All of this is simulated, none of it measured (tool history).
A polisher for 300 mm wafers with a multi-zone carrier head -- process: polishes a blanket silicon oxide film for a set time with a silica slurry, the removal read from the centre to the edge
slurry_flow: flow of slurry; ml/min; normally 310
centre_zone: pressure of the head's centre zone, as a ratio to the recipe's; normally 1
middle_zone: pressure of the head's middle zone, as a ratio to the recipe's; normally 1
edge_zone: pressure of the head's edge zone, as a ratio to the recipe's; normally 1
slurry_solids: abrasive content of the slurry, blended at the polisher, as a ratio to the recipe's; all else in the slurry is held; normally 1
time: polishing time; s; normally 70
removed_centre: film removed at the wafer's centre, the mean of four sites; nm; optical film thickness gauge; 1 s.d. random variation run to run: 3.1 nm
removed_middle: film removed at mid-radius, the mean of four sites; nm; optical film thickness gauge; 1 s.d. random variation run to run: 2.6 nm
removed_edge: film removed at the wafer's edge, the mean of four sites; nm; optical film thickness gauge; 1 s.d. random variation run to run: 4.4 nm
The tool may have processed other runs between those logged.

run    hour  slurry_flow  centre_zone  middle_zone  edge_zone  slurry_solids  time  wafers since the last listed run  wafers polished on this pad  hours since the slurry nozzle was cleaned  hours since the centre zone pressure was calibrated  hours since the edge zone pressure was calibrated  hours since the carrier head's membrane was replaced  incoming thickness of the incoming film, nm  removed_centre  removed_middle  removed_edge
  1       0          310            1            1          1              1    70                                 0                         1806                                      201.8                                                139.7                                              401.2                                                  1542                                        941.8           316.9           317.8         312.4
  2    83.6          310            1            1          1              1    70                               613                         2419                                      285.4                                                223.3                                              484.8                                                1625.6                                        945.7           310.2             319         312.8
  3   188.8          395            1            1          1              1    92                               771                         3191                                      390.6                                                328.5                                                590                                                1730.8                                        950.6           410.5           419.3         410.2
  4   242.7          310            1            1          1              1    70                               395                         3586                                      444.5                                                382.4                                              643.9                                                1784.7                                        946.3           313.8           312.7         312.1
      348.2  -- carrier head's membrane replaced by a new one
  5   348.7          310            1            1          1            1.2    63                               740                         4327                                      550.5                                                488.4                                              749.9                                                   0.5                                        977.1           300.6           304.7         299.2
      358.5  -- worn pad replaced by a new one
  6   391.7          310            1            1          1              1    70                               286                          243                                      593.5                                                531.4                                              792.9                                                  43.5                                        944.1           309.8           311.5         306.6
  7   435.1          230            1            1       0.92              1    70                               318                          562                                      636.9                                                574.8                                              836.3                                                  86.9                                          950           285.8           298.1           296
  8   535.3          310            1         0.89          1              1    79                               735                         1297                                      737.1                                                  675                                              936.5                                                 187.1                                        943.5             345           317.4         351.5
  9   587.3          205            1            1          1              1    82                               381                         1678                                      789.1                                                  727                                              988.5                                                 239.1                                        967.3           332.4           344.1           345
      615.8  -- slurry nozzle cleaned
 10   646.8          310            1            1          1              1    85                               429                         2107                                         31                                                786.5                                               1048                                                 298.6                                        954.7           385.8           388.4         369.6
 11     727          310            1         0.95          1              1    70                               588                         2696                                      111.2                                                866.7                                             1128.2                                                 378.8                                        939.9             319           304.8           315
      735.6  -- edge zone pressure recalibrated
      737.9  -- centre zone pressure recalibrated
 12   775.6          390            1            1       0.93            0.8    50                               327                         3023                                      159.8                                                 37.7                                                 40                                                 427.4                                        953.2           203.8           208.3         194.2
 13   830.3          385            1            1       0.94              1    52                               401                         3424                                      214.5                                                 92.4                                               94.7                                                 482.1                                        953.9           237.9             242           234
      921.2  -- worn pad replaced by a new one
 14    1034          310            1            1          1              1    70                              1464                          827                                      418.2                                                296.1                                              298.4                                                 685.8                                        965.3           308.1           310.2         313.7
 15  1118.6          240            1            1       0.93              1    77                               620                         1448                                      502.8                                                380.7                                                383                                                 770.4                                        971.6           319.4           335.7         317.3
 16  1174.3          310            1         0.91        1.1              1    70                               408                         1857                                      558.5                                                436.4                                              438.7                                                 826.1                                        970.3           305.7           282.1         323.9
 17  1276.6          310          1.1            1          1              1    63                               750                         2607                                      660.8                                                538.7                                                541                                                 928.4                                        965.3             298           275.9         272.9
 18    1339          310            1         0.95          1            0.9    84                               457                         3065                                      723.2                                                601.1                                              603.4                                                 990.8                                        959.5           345.4             332         346.7
 19  1396.5          310            1         0.93          1              1    70                               421                         3487                                      780.7                                                658.6                                              660.9                                                1048.3                                        965.9           299.4           284.7         306.7
     1411.3  -- slurry nozzle cleaned
     1453.4  -- worn pad replaced by a new one
 20  1478.6          310            1            1       1.08            0.9    87                               565                          184                                       67.3                                                740.7                                                743                                                1130.4                                        957.4           373.9           380.7         388.8
 21  1518.4          310            1         1.04          1              1    70                               291                          476                                      107.1                                                780.5                                              782.8                                                1170.2                                        953.7           314.7           331.5         314.1

How would selected steps in removed_centre from run to run divide? Give the signed amount a tool lacking its hidden state would still show from settings, what came in and random variation, and the signed amount left for the hidden state, including any gauge scatter that is not in both of the compared results.
What the log doesn't record here: removal rate lost through wear of the pad, %; slurry flow missing at the pad, %; deviation of the centre zone's pressure from its setpoint, %; deviation of the edge zone's pressure from its setpoint, %.
Run 2 -> 3: slurry_flow 310 -> 395, time 70 -> 92. removed_centre +100.3 nm: hidden state -2.7, all else +103.
Run 9 -> 10: slurry_flow 205 -> 310, time 82 -> 85, slurry nozzle cleaned. removed_centre +53.4 nm: hidden state +23.6, all else +29.8.
Run 11 -> 12: slurry_flow 310 -> 390, middle_zone 0.95 -> 1, edge_zone 1 -> 0.93, slurry_solids 1 -> 0.8, time 70 -> 50, edge zone pressure recalibrated, centre zone pressure recalibrated. removed_centre -115.2 nm: hidden state +1.3, all else -116.5.
Run 19 -> 20: middle_zone 0.93 -> 1, edge_zone 1 -> 1.08, slurry_solids 1 -> 0.9, time 70 -> 87, slurry nozzle cleaned, worn pad replaced by a new one. removed_centre +74.5 nm: hidden state +19.3, all else +55.2.
